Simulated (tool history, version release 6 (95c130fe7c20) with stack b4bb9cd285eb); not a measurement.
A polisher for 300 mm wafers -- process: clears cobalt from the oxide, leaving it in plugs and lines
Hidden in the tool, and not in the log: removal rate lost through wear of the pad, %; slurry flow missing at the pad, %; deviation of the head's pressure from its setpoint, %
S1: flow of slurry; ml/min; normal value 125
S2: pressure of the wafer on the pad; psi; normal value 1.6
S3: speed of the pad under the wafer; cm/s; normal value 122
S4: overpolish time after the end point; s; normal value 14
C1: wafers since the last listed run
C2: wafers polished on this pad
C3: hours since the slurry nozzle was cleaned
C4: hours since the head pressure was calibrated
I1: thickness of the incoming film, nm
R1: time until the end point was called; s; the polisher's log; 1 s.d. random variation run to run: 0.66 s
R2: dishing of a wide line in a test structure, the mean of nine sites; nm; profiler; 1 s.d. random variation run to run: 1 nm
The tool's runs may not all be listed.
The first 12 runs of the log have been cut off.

run     day   S1   S2   S3  S4   C1    C2     C3     C4     I1    R1    R2
 13   7.608  125  1.8  122  14  138   856   27.7  570.3  262.1  54.9  44.9
 14   8.133  125    2  122   7  162  1018   40.3  582.9  257.1  48.2  33.1
 15   8.717  125  1.6  122   6  180  1198   54.3  596.9  260.7  62.2  25.7
 16   9.383   90  1.6  122   7  205  1404   70.3  612.9    259  68.7  25.7
 17   9.696  125  2.2  122  14   96  1500   77.8  620.4  256.9  45.6  48.8
     10.296  -- worn pad replaced by a new one
 18  10.317  125  1.6  122  14  140     5   92.7  635.3  258.6  58.4  44.1
 19  10.988  125  1.6  142   8  207   213  108.8  651.4  258.4    50  35.9
 20  11.275  125  1.8   86  10   88   301  115.7  658.3  256.8  73.3  32.3
 21  11.933  125  1.3  122  14  203   505  131.5  674.1  260.4  72.3    40
 22  12.521  125  1.6  122  14  181   686  145.6  688.2    261  58.4  43.1
 23  13.904  125  1.6  122  21  427  1113  178.8  721.4  258.7  60.8  52.1

Estimate the outcome of run 24 from the log above:
     14.429  -- head pressure recalibrated
 24  14.621  125  1.6  122  14  195  1309  196  4.6  260.1   ?   ?

For run 24 the tool returned R1 68.3 s, R2 41 nm.
On a tool with no hidden condition, and with the same random variation, this run would have come out at R1 62.9 s, R2 42.9 nm.
